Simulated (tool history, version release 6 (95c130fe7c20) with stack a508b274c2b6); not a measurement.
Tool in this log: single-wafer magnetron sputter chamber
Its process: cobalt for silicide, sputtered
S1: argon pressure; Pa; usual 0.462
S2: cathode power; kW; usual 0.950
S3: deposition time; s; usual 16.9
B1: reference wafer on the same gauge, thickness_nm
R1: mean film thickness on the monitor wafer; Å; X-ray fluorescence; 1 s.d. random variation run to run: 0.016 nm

run 1 hour=0.0 | S1=0.409 S2=0.900 S3=16.9 | B1=7.670 | R1=73.78
-- hour=31.7 sputter target and shields replaced
run 2 hour=169.3 | S1=0.409 S2=0.900 S3=16.9 | B1=7.668 | R1=74.07
run 3 hour=194.2 | S1=0.462 S2=1.100 S3=16.9 | B1=7.672 | R1=85.38
run 4 hour=229.0 | S1=0.537 S2=0.950 S3=16.9 | B1=7.668 | R1=73.72
run 5 hour=296.6 | S1=0.537 S2=0.950 S3=16.9 | B1=7.670 | R1=73.76
run 6 hour=332.7 | S1=0.537 S2=0.950 S3=16.9 | B1=7.670 | R1=73.70
-- hour=351.0 sputter target and shields replaced
run 7 hour=390.6 | S1=0.462 S2=0.950 S3=16.9 | B1=7.671 | R1=76.38
-- hour=412.7 magnet pack replaced
run 8 hour=427.8 | S1=0.462 S2=0.950 S3=16.9 | B1=7.669 | R1=76.13
run 9 hour=453.2 | S1=0.462 S2=0.950 S3=16.9 | B1=7.669 | R1=76.04
run 10 hour=506.8 | S1=0.462 S2=0.950 S3=16.9 | B1=7.669 | R1=75.98
run 11 hour=576.9 | S1=0.462 S2=0.950 S3=16.9 | B1=7.668 | R1=75.74
run 12 hour=605.2 | S1=0.605 S2=0.950 S3=14.8 | B1=7.668 | R1=62.84
-- hour=626.2 sputter target and shields replaced
run 13 hour=638.9 | S1=0.553 S2=1.100 S3=15.7 | B1=7.668 | R1=77.38
run 14 hour=707.2 | S1=0.462 S2=0.950 S3=16.9 | B1=7.667 | R1=76.37
run 15 hour=738.1 | S1=0.462 S2=1.050 S3=16.9 | B1=7.669 | R1=82.22
run 16 hour=799.3 | S1=0.567 S2=0.950 S3=18.4 | B1=7.666 | R1=79.70
-- hour=844.4 gauge calibrated
-- hour=856.0 capacitance manometer re-zeroed and calibrated
run 17 hour=856.5 | S1=0.462 S2=0.950 S3=16.9 | B1=7.666 | R1=75.45
run 18 hour=874.8 | S1=0.462 S2=0.950 S3=16.9 | B1=7.673 | R1=75.59
-- hour=885.3 sputter target and shields replaced
run 19 hour=908.9 | S1=0.462 S2=0.950 S3=20.0 | B1=7.669 | R1=90.89
run 20 hour=977.9 | S1=0.462 S2=0.750 S3=16.9 | B1=7.671 | R1=63.96
run 21 hour=1023.2 | S1=0.462 S2=0.950 S3=16.9 | B1=7.670 | R1=76.07
run 22 hour=1051.2 | S1=0.600 S2=0.700 S3=15.5 | B1=7.671 | R1=53.31
run 23 hour=1113.8 | S1=0.346 S2=0.950 S3=18.1 | B1=7.669 | R1=84.42

Below, some changes in R1 between adjacent runs. For each, the amount present without the hidden state too (settings, incoming material, random variation) and the amount remaining for the hidden state with gauge scatter not shared by both compared results:
Hidden state present: deposition rate above that of a new target (%); true argon pressure above the setpoint (%); gauge reads high (%).
Run 6 -> 7: S1 0.537 -> 0.462, sputter target and shields replaced. R1 +2.68 Å: hidden state +0.85, all else +1.83.
Run 18 -> 19: S3 16.9 -> 20.0, sputter target and shields replaced. R1 +15.30 Å: hidden state +0.92, all else +14.38.
Run 19 -> 20: S2 0.950 -> 0.750, S3 20.0 -> 16.9. R1 -26.93 Å: hidden state -0.18, all else -26.75.
Run 22 -> 23: S1 0.600 -> 0.346, S2 0.700 -> 0.950, S3 15.5 -> 18.1. R1 +31.11 Å: hidden state -0.51, all else +31.62.
